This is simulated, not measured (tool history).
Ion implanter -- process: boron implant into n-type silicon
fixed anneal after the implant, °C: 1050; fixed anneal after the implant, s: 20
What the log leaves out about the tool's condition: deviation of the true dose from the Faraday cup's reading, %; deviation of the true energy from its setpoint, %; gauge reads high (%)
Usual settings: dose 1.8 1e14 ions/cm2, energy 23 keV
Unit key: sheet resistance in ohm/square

run     day  dose  energy  wafers since the last listed run  hours since the last dose calibration  hours since the extraction supply was calibrated  hours since the gauge calibration  read-back reference wafer on the same gauge, sheet resistance  sheet resistance
  1       0   1.8    18.5                                 0                                  459.6                                            5399.9                              192.1                                                         590.77            507.36
      0.721  -- Faraday cup replaced and dose calibrated
  2   4.046   1.8    18.5                              1036                                   79.8                                              5497                              289.2                                                         591.17            508.44
  3   6.629   1.8    18.5                               721                                  141.8                                              5559                              351.2                                                         591.18            506.06
  4   8.217   1.8      25                               443                                  179.9                                            5597.1                              389.3                                                         590.65            486.12
  5  10.412   1.8      25                               613                                  232.6                                            5649.8                                442                                                         590.89            487.83
  6  12.021   1.8      25                               449                                  271.2                                            5688.4                              480.6                                                         590.52            488.26
  7   15.35   1.8      23                               929                                  351.1                                            5768.3                              560.5                                                         591.03            491.06
  8  17.929   1.8      23                               720                                    413                                            5830.2                              622.4                                                         590.85            491.22
  9   21.45   1.8      23                               983                                  497.5                                            5914.7                              706.9                                                         591.06            493.02
     22.092  -- Faraday cup replaced and dose calibrated
 10  24.038  1.94      25                               629                                   46.7                                            5976.8                                769                                                         590.98            459.78
 11  27.167  1.94      25                               873                                  121.8                                            6051.9                              844.1                                                         591.01            460.73
 12  31.521   1.8      23                              1215                                  226.3                                            6156.4                              948.6                                                         590.93            492.95
 13  35.921   1.8      23                              1228                                  331.9                                              6262                             1054.2                                                         590.34            492.96
 14  39.971   1.8      23                              1130                                  429.1                                            6359.2                             1151.4                                                         591.61            493.61
     40.508  -- extraction supply calibrated
     41.146  -- Faraday cup replaced and dose calibrated
 15  48.367   1.8    19.5                              2158                                  173.3                                             188.6                             1352.9                                                         590.84            504.91
 16  50.867  1.64    17.5                               698                                  233.3                                             248.6                             1412.9                                                         591.02             553.4
 17  53.217  1.95    29.5                               656                                  289.7                                               305                             1469.3                                                         591.03            448.53
 18  55.358  1.31      23                               597                                  341.1                                             356.4                             1520.7                                                         591.01            634.47
 19  59.554   1.8      18                              1171                                  441.8                                             457.1                             1621.4                                                         591.19            510.49
     60.254  -- Faraday cup replaced and dose calibrated
 20  62.054  2.22      26                               604                                   43.2                                             517.1                             1681.4                                                         590.89            411.56
       62.9  -- gauge calibrated
 21  65.196  2.03      23                               877                                  118.6                                             592.5                               55.1                                                         591.12            447.69
 22   68.85   1.8      23                              1020                                  206.3                                             680.2                              142.8                                                         590.75             494.4
 23  72.279  2.11      23                               957                                  288.6                                             762.5                              225.1                                                          590.8            435.96
 24  74.688  1.63    30.5                               672                                  346.4                                             820.3                              282.9                                                         590.54            512.38
 25  76.742  2.01    20.5                               573                                  395.7                                             869.6                              332.2                                                         591.03             456.6
 26   78.35   1.8      23                               449                                  434.3                                             908.2                              370.8                                                         591.52            494.09
     80.821  -- Faraday cup replaced and dose calibrated
 27  81.758  1.47      26                               858                                   22.5                                               990                              452.6                                                          591.2            569.14
 28  83.317  1.47    27.5                               435                                   59.9                                            1027.4                                490                                                          590.9            564.04
 29  92.529   1.8    25.5                              2572                                    281                                            1248.5                              711.1                                                          591.2            486.24
 30   96.85   1.8      23                              1206                                  384.7                                            1352.2                              814.8                                                         591.05            493.81

Entry by entry between the runs, the difference in hidden state between the last listed run before and the first listed run after:
After run 1, before run 2: Faraday cup replaced and dose calibrated (day 0.721)
  no hidden state differs between the two runs
After run 9, before run 10: Faraday cup replaced and dose calibrated (day 22.092)
  no hidden state differs between the two runs
After run 14, before run 15: extraction supply calibrated (day 40.508); Faraday cup replaced and dose calibrated (day 41.146)
  no hidden state differs between the two runs
After run 19, before run 20: Faraday cup replaced and dose calibrated (day 60.254)
  no hidden state differs between the two runs
After run 20, before run 21: gauge calibrated (day 62.9)
  no hidden state differs between the two runs
After run 26, before run 27: Faraday cup replaced and dose calibrated (day 80.821)
  no hidden state differs between the two runs
